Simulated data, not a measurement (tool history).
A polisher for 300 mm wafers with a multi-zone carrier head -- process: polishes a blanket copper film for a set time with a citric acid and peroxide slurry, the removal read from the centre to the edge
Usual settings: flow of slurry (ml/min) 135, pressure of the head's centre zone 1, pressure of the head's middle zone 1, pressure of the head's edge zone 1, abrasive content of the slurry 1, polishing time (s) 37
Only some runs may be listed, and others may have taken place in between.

run,hour,flow of slurry (ml/min),pressure of the head's centre zone,pressure of the head's middle zone,pressure of the head's edge zone,abrasive content of the slurry,polishing time (s),"incoming thickness of the incoming film, nm",film removed at the wafer's centre (angstrom),film removed at mid-radius (angstrom),film removed at the wafer's edge (angstrom)
1,0,135,1,1.08,0.95,1,37,571.3,503,564,482
2,66.7,135,1,1.08,0.95,1,37,569.8,498,553,475
3,120.3,135,1,1.08,0.95,1,37,561.2,495,553,472
4,214.9,135,1,1.03,1,1,37,581.2,484,512,475
# hour 262.9: slurry nozzle cleaned
5,281.3,135,0.89,1,1,0.8,28,572.2,260,339,330
# hour 360.6: centre zone pressure recalibrated
# hour 366.3: worn pad replaced by a new one
6,368.7,135,1,1,1,1,37,565.1,518,528,503
7,472.7,135,1,1,1,1.25,37,576.3,558,560,544
8,546.9,175,1,0.93,0.88,1,37,566.3,528,505,477
# hour 611.7: edge zone pressure recalibrated
9,614.1,135,1,1,1,1,37,564.1,508,512,494
10,653.7,135,0.9,1,1,1,37,559.2,399,500,493
11,704.9,135,1,1,1,1.25,37,565.1,535,550,525
# hour 722.3: slurry nozzle cleaned
12,744.3,135,1.04,1,1,1,37,563.5,532,508,483
# hour 815.3: carrier head's membrane replaced by a new one
13,815.7,135,1,0.96,1,1,37,580.3,472,464,470
# hour 836: worn pad replaced by a new one
# hour 894.1: centre zone pressure recalibrated
14,913.8,135,1,1,1.06,1,32,576.2,454,457,445
15,996.2,135,1,1,1,1,37,568.6,514,530,505
16,1051.9,135,1,1,1,1,37,565.2,516,506,502
17,1128.8,135,1,1,1,1,47,575.6,649,660,631
# hour 1175: slurry nozzle cleaned
18,1198.3,135,1,1,0.97,0.85,29,567,356,371,357
19,1302.8,135,1,0.96,1,1,37,573.4,489,468,477
# hour 1345.1: worn pad replaced by a new one
20,1370.4,135,1,1,1,1,37,576.5,498,517,504

What was the tool's hidden state at every run in the log?
slurry flow missing at the pad, %: 0 in every run
deviation of the centre zone's pressure from its setpoint, %: 0 in every run
deviation of the edge zone's pressure from its setpoint, %: 0 in every run
H1: removal rate lost through wear of the pad, %
run,H1
1,2.15
2,3.07
3,3.99
4,6.03
5,7.76
6,0.734
7,1.06
8,1.67
9,2.5
10,3.11
11,4.03
12,4.84
13,6.53
14,0.452
15,1.02
16,1.62
17,2.74
18,4.05
19,6.54
20,1.38

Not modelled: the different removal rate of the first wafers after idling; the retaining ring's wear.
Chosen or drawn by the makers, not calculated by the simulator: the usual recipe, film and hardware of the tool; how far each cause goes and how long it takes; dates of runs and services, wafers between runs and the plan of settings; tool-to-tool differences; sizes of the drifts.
